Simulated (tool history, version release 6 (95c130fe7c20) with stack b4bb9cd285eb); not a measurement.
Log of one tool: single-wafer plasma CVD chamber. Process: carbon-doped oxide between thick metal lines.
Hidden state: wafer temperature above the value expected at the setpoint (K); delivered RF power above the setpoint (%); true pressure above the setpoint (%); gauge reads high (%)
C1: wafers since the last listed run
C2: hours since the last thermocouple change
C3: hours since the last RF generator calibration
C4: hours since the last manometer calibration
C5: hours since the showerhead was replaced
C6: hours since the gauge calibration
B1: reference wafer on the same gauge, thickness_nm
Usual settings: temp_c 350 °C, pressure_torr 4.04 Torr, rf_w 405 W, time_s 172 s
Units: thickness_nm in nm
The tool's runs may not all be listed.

Run 1, day 0.000: usual settings but pressure_torr 3.79 Torr; C1 0; C2 1393.5; C3 357.2; C4 812.0; C5 3748.2; C6 552.8; B1 700.984. Result: thickness_nm 752.586 nm.
Run 2, day 2.850: usual settings; C1 525; C2 1461.9; C3 425.6; C4 880.4; C5 3816.6; C6 621.2; B1 700.312. Result: thickness_nm 760.423 nm.
Run 3, day 4.762: usual settings but time_s 152 s; C1 352; C2 1507.8; C3 471.5; C4 926.3; C5 3862.5; C6 667.1; B1 701.151. Result: thickness_nm 672.377 nm.
Run 4, day 7.021: usual settings but time_s 152 s; C1 416; C2 1562.0; C3 525.7; C4 980.5; C5 3916.7; C6 721.3; B1 701.107. Result: thickness_nm 671.474 nm.
Run 5, day 12.658: usual settings but time_s 152 s; C1 1040; C2 1697.3; C3 661.0; C4 1115.8; C5 4052.0; C6 856.6; B1 701.315. Result: thickness_nm 671.521 nm.
At day 14.629: thermocouple changed; heater temperature recalibrated.
Run 6, day 14.708: usual settings but temp_c 361 °C, pressure_torr 3.72 Torr; C1 316; C2 1.9; C3 710.2; C4 1165.0; C5 4101.2; C6 905.8; B1 701.284. Result: thickness_nm 722.940 nm.
Run 7, day 16.238: usual settings but time_s 161 s; C1 282; C2 38.6; C3 746.9; C4 1201.7; C5 4137.9; C6 942.5; B1 701.104. Result: thickness_nm 700.449 nm.
At day 17.438: gauge calibrated.
Run 8, day 19.233: usual settings but time_s 161 s; C1 552; C2 110.5; C3 818.8; C4 1273.6; C5 4209.8; C6 43.1; B1 701.057. Result: thickness_nm 702.385 nm.
At day 20.788: RF generator calibrated.
Run 9, day 21.725: usual settings but time_s 161 s; C1 398; C2 170.3; C3 22.5; C4 1333.4; C5 4269.6; C6 102.9; B1 700.956. Result: thickness_nm 701.344 nm.
Run 10, day 22.875: usual settings but rf_w 340 W; C1 212; C2 197.9; C3 50.1; C4 1361.0; C5 4297.2; C6 130.5; B1 701.318. Result: thickness_nm 682.358 nm.
Run 11, day 24.062: usual settings; C1 219; C2 226.4; C3 78.6; C4 1389.5; C5 4325.7; C6 159.0; B1 700.463. Result: thickness_nm 751.928 nm.
Run 12, day 26.254: usual settings; C1 404; C2 279.0; C3 131.2; C4 1442.1; C5 4378.3; C6 211.6; B1 700.944. Result: thickness_nm 750.003 nm.
At day 28.329: showerhead replaced.
Run 13, day 28.612: usual settings but temp_c 360 °C, pressure_torr 4.40 Torr, rf_w 450 W, time_s 185 s; C1 373; C2 335.6; C3 187.8; C4 1498.7; C5 6.8; C6 268.2; B1 700.732. Result: thickness_nm 846.227 nm.
Run 14, day 31.550: usual settings but time_s 163 s; C1 541; C2 406.1; C3 258.3; C4 1569.2; C5 77.3; C6 338.7; B1 701.093. Result: thickness_nm 713.649 nm.
Run 15, day 34.346: usual settings; C1 515; C2 473.2; C3 325.4; C4 1636.3; C5 144.4; C6 405.8; B1 700.862. Result: thickness_nm 754.815 nm.
At day 35.308: capacitance manometer re-zeroed and calibrated.
Run 16, day 35.921: usual settings; C1 229; C2 511.0; C3 363.2; C4 14.7; C5 182.2; C6 443.6; B1 700.473. Result: thickness_nm 758.742 nm.
Run 17, day 37.854: usual settings but pressure_torr 3.33 Torr, time_s 197 s; C1 356; C2 557.4; C3 409.6; C4 61.1; C5 228.6; C6 490.0; B1 700.956. Result: thickness_nm 853.518 nm.
Run 18, day 40.392: usual settings but temp_c 342 °C, pressure_torr 3.76 Torr, rf_w 365 W, time_s 189 s; C1 468; C2 618.3; C3 470.5; C4 122.0; C5 289.5; C6 550.9; B1 700.714. Result: thickness_nm 795.374 nm.
Run 19, day 43.254: usual settings but temp_c 354 °C; C1 528; C2 687.0; C3 539.2; C4 190.7; C5 358.2; C6 619.6; B1 701.046. Result: thickness_nm 752.526 nm.
Run 20, day 45.142: usual settings but temp_c 356 °C, pressure_torr 4.35 Torr, rf_w 430 W; C1 348; C2 732.3; C3 584.5; C4 236.0; C5 403.5; C6 664.9; B1 700.911. Result: thickness_nm 778.594 nm.
Run 21, day 47.404: usual settings but temp_c 361 °C, pressure_torr 3.20 Torr; C1 417; C2 786.6; C3 638.8; C4 290.3; C5 457.8; C6 719.2; B1 701.095. Result: thickness_nm 726.898 nm.

How the hidden state differs across the entries between the runs, from the last listed run before each to the first after it:
Between runs 5 and 6: thermocouple changed; heater temperature recalibrated (day 14.629)
  wafer temperature above the value expected at the setpoint (K): -5.27 -> 0.517; true pressure above the setpoint (%): -6.44 -> -6.54
  measured less the result without the state, thickness_nm: +3.223 -> -5.521 nm
Between runs 7 and 8: gauge calibrated (day 17.438)
  wafer temperature above the value expected at the setpoint (K): 0.163 -> -0.475; true pressure above the setpoint (%): -6.61 -> -6.74
  measured less the result without the state, thickness_nm: -5.711 -> -4.785 nm
Between runs 8 and 9: RF generator calibrated (day 20.788)
  wafer temperature above the value expected at the setpoint (K): -0.475 -> -0.953; true pressure above the setpoint (%): -6.74 -> -6.84
  measured less the result without the state, thickness_nm: -4.785 -> -4.059 nm
Between runs 12 and 13: showerhead replaced (day 28.329)
  wafer temperature above the value expected at the setpoint (K): -1.71 -> -2.06; true pressure above the setpoint (%): -6.99 -> -7.06
  measured less the result without the state, thickness_nm: -3.114 -> -3.416 nm
Between runs 15 and 16: capacitance manometer re-zeroed and calibrated (day 35.308)
  wafer temperature above the value expected at the setpoint (K): -2.79 -> -2.96; true pressure above the setpoint (%): -7.21 -> -0.271
  measured less the result without the state, thickness_nm: -1.391 -> +5.015 nm
